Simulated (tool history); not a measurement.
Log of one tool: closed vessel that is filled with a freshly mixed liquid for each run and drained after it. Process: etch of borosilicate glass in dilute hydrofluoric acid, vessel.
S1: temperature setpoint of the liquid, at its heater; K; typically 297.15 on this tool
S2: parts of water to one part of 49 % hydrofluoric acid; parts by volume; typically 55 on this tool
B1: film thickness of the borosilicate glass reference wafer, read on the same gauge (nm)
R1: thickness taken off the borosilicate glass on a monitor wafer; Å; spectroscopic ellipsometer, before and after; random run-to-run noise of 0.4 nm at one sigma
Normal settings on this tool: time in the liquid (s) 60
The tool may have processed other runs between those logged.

Run 1, hour 0.0: usual settings; B1 100.01. Result: R1 455.8 Å.
At hour 38.8: gauge calibrated.
Run 2, hour 61.0: usual settings; B1 100.04. Result: R1 449.5 Å.
Run 3, hour 87.0: usual settings but S1 293.65 K; B1 99.97. Result: R1 388.3 Å.
Run 4, hour 139.3: usual settings but S1 293.65 K; B1 99.99. Result: R1 395.8 Å.
Run 5, hour 205.7: usual settings but S1 293.65 K; B1 99.98. Result: R1 390.7 Å.
Run 6, hour 244.8: usual settings but S1 295.15 K; B1 99.99. Result: R1 421.9 Å.
Run 7, hour 284.8: usual settings but S1 295.15 K; B1 100.01. Result: R1 418.2 Å.
Run 8, hour 351.1: usual settings; B1 100.06. Result: R1 454.6 Å.
Run 9, hour 384.0: usual settings; B1 99.97. Result: R1 467.2 Å.
At hour 398.0: thermometer replaced.
Run 10, hour 448.8: usual settings; B1 100.03. Result: R1 460.4 Å.
At hour 509.5: hydrofluoric acid flow meter replaced.
Run 11, hour 589.6: usual settings; B1 99.99. Result: R1 413.2 Å.
Run 12, hour 617.7: usual settings; B1 99.98. Result: R1 413.4 Å.
Run 13, hour 646.2: usual settings; B1 100.02. Result: R1 411.8 Å.
Run 14, hour 779.7: usual settings; B1 100.01. Result: R1 419.6 Å.
Run 15, hour 828.9: usual settings but S1 298.65 K; B1 100.01. Result: R1 448.7 Å.
Run 16, hour 877.2: usual settings but S1 301.65 K, S2 35 parts by volume; B1 99.99. Result: R1 804.1 Å.
Run 17, hour 940.0: usual settings but S1 292.65 K, time in the liquid (s) 50; B1 100.00. Result: R1 294.1 Å.
Run 18, hour 986.0: usual settings but S1 302.15 K, S2 75 parts by volume, time in the liquid (s) 35; B1 100.01. Result: R1 216.7 Å.
At hour 1024.9: gauge calibrated.
Run 19, hour 1049.4: usual settings but S2 75 parts by volume, time in the liquid (s) 85; B1 100.01. Result: R1 425.4 Å.
Run 20, hour 1088.1: usual settings; B1 99.98. Result: R1 422.6 Å.
At hour 1128.7: thermometer replaced.
Run 21, hour 1143.8: usual settings but S1 301.15 K, S2 65 parts by volume, time in the liquid (s) 35; B1 99.99. Result: R1 245.4 Å.
Run 22, hour 1179.8: usual settings; B1 99.98. Result: R1 422.4 Å.
Run 23, hour 1205.2: usual settings but S1 298.65 K, S2 45 parts by volume; B1 99.99. Result: R1 568.3 Å.
Run 24, hour 1244.5: usual settings but S1 298.65 K, S2 70 parts by volume, time in the liquid (s) 30; B1 100.01. Result: R1 178.5 Å.
Run 25, hour 1289.1: usual settings but S1 301.15 K; B1 100.02. Result: R1 509.7 Å.
Run 26, hour 1326.4: usual settings but S2 70 parts by volume; B1 100.06. Result: R1 328.9 Å.
Run 27, hour 1350.8: usual settings; B1 100.01. Result: R1 430.6 Å.
Run 28, hour 1386.6: usual settings but S1 298.65 K, S2 80 parts by volume, time in the liquid (s) 75; B1 99.99. Result: R1 385.2 Å.
Run 29, hour 1438.1: usual settings but S1 295.65 K; B1 99.99. Result: R1 407.3 Å.
Run 30, hour 1484.4: usual settings but S1 301.15 K, S2 75 parts by volume; B1 100.05. Result: R1 364.6 Å.
Run 31, hour 1511.3: usual settings but S1 294.15 K, S2 45 parts by volume, time in the liquid (s) 80; B1 99.98. Result: R1 633.8 Å.

Below are 3 alternative next runs, each starting from the tool's condition after run 31. Predict each:
Run A, hour 1512.0: usual settings but S2 40 parts by volume; B1 ?. Result: R1 ?.
Run B, hour 1512.0: usual settings but S1 301.65 K; B1 ?. Result: R1 ?.
Run C, hour 1512.0: usual settings but S1 300.65 K, S2 80 parts by volume, time in the liquid (s) 30; B1 ?. Result: R1 ?.

run     B1     R1
  A  99.98  603.9
  B  99.98  516.9
  C  99.98  165.1
With the hidden condition removed and each run's random variation left untouched, the same runs would have given:
run     R1
  A  569.2
  B  486.4
  C  155.1
